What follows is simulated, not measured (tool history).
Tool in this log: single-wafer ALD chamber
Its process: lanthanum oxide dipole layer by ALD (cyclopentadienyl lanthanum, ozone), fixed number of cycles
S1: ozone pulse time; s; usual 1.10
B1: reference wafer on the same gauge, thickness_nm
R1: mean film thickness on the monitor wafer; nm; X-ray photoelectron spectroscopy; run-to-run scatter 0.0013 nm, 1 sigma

run   hour    S1     B1     R1
  1    0.0  0.94  0.438  0.413
  2   10.2  0.94  0.438  0.413
  3   21.2  0.94  0.438  0.414
  4   29.8  0.92  0.438  0.410
  5   47.2  0.92  0.439  0.411
  6   62.4  1.43  0.438  0.481
  7   68.8  1.43  0.438  0.482
      82.3  -- thermocouple changed; heater temperature recalibrated
      82.9  -- showerhead replaced, of another model than before
  8   83.4  1.10  0.438  0.475
  9   90.8  1.10  0.438  0.473
 10  100.3  0.88  0.438  0.454
     107.1  -- gauge calibrated
 11  107.5  0.90  0.438  0.457
     116.4  -- ozone generator serviced
 12  117.5  1.35  0.438  0.516
 13  125.3  1.25  0.437  0.511
 14  136.7  0.69  0.438  0.471
 15  145.2  1.38  0.438  0.516
 16  161.0  0.78  0.438  0.476
 17  175.7  0.92  0.438  0.485
 18  193.0  1.10  0.438  0.499
 19  206.0  1.52  0.438  0.522

Predict each of these 3 candidate next runs independently; none follows another, all start after run 19:
  A  206.4  0.82   ?   ?
  B  206.4  1.28   ?   ?
  C  206.4  1.36   ?   ?

run     B1     R1
  A  0.438  0.476
  B  0.438  0.507
  C  0.438  0.512
What these runs would have given with no unlogged condition in the tool:
run     R1
  A  0.483
  B  0.513
  C  0.517

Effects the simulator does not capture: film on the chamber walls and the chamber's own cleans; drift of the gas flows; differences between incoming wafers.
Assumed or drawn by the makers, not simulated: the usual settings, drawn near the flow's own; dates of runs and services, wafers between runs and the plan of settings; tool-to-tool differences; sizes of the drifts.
